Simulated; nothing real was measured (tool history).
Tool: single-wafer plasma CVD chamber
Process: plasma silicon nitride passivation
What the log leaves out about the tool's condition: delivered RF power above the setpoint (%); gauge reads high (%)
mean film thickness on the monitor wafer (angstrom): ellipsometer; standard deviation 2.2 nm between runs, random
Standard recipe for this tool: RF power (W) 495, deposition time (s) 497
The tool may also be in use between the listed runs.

run	hour	RF power (W)	deposition time (s)	wafers since the last listed run	hours since the last RF generator calibration	hours since the showerhead was replaced	hours since the gauge calibration	read-back reference wafer on the same gauge, thickness_nm	mean film thickness on the monitor wafer (angstrom)
1	0	495	423	0	93.7	6278.1	283.4	577.853	6054.22
2	54.8	495	423	268	148.5	6332.9	338.2	578.183	6082.98
3	128.9	530	497	362	222.6	6407	412.3	577.445	7277.6
4	195.2	495	454	324	288.9	6473.3	478.6	577.858	6512.62
5	241.2	495	497	225	334.9	6519.3	524.6	577.061	7131.11
6	318.3	495	497	377	412	6596.4	601.7	577.217	7151.85
7	376.3	495	497	283	470	6654.4	659.7	576.731	7091.91
8	522	495	497	712	615.7	6800.1	805.4	575.372	7085.85
9	625.8	495	497	507	719.5	6903.9	909.2	574.618	7122.52
10	713.3	495	497	428	807	6991.4	996.7	573.724	7109.12
11	806.8	495	497	457	900.5	7084.9	1090.2	572.05	7045.06
12	865.2	495	497	285	958.9	7143.3	1148.6	572.597	7089.67
13	929.3	495	427	313	1023	7207.4	1212.7	571.438	6022.19
14	1019.8	495	427	442	1113.5	7297.9	1303.2	571.486	6061.63
15	1125.7	465	550	518	1219.4	7403.8	1409.1	569.418	7660.55
16	1163.6	530	410	185	1257.3	7441.7	1447	569.221	5873.38
# hour 1246.4: RF generator calibrated
17	1246.9	535	434	368	0.5	7525	1530.3	568.017	6238.65
18	1329.5	555	562	404	83.1	7607.6	1612.9	566.867	8103.39
# hour 1396.8: showerhead replaced
19	1528.6	535	458	934	282.2	131.8	1812	564.293	6515.83
# hour 1561.2: gauge calibrated
20	1581.2	495	401	257	334.8	184.4	20	576.284	5766.03
21	1646.1	495	497	317	399.7	249.3	84.9	575.598	7103.58
22	1701.8	450	528	272	455.4	305	140.6	575.836	7376.86
23	1747.4	495	497	223	501	350.6	186.2	576.079	7127.33
24	1853.2	465	552	517	606.8	456.4	292	575.745	7746.34
25	1995.6	450	530	696	749.2	598.8	434.4	575.062	7407.92
26	2086.9	445	566	446	840.5	690.1	525.7	575.13	7923.49
27	2186.2	565	524	485	939.8	789.4	625	573.576	7716.38
28	2261.6	430	525	368	1015.2	864.8	700.4	573.964	7222.03

4 options for the next run, each taken on its own from the tool as it stands now. Forecast them:
A	2262.1	495	464	2	1015.7	865.3	700.9	?	?
B	2262.1	495	549	2	1015.7	865.3	700.9	?	?
C	2262.1	540	468	2	1015.7	865.3	700.9	?	?
D	2262.1	465	466	2	1015.7	865.3	700.9	?	?

run	read-back reference wafer on the same gauge, thickness_nm	mean film thickness on the monitor wafer (angstrom)
A	572.876	6628.09
B	572.876	7842.29
C	572.876	6815.66
D	572.876	6566.68
Take away the tool's hidden state, keep each run's random variation, and the runs would have read:
run	mean film thickness on the monitor wafer (angstrom)
A	6680.13
B	7903.86
C	6869.18
D	6618.23
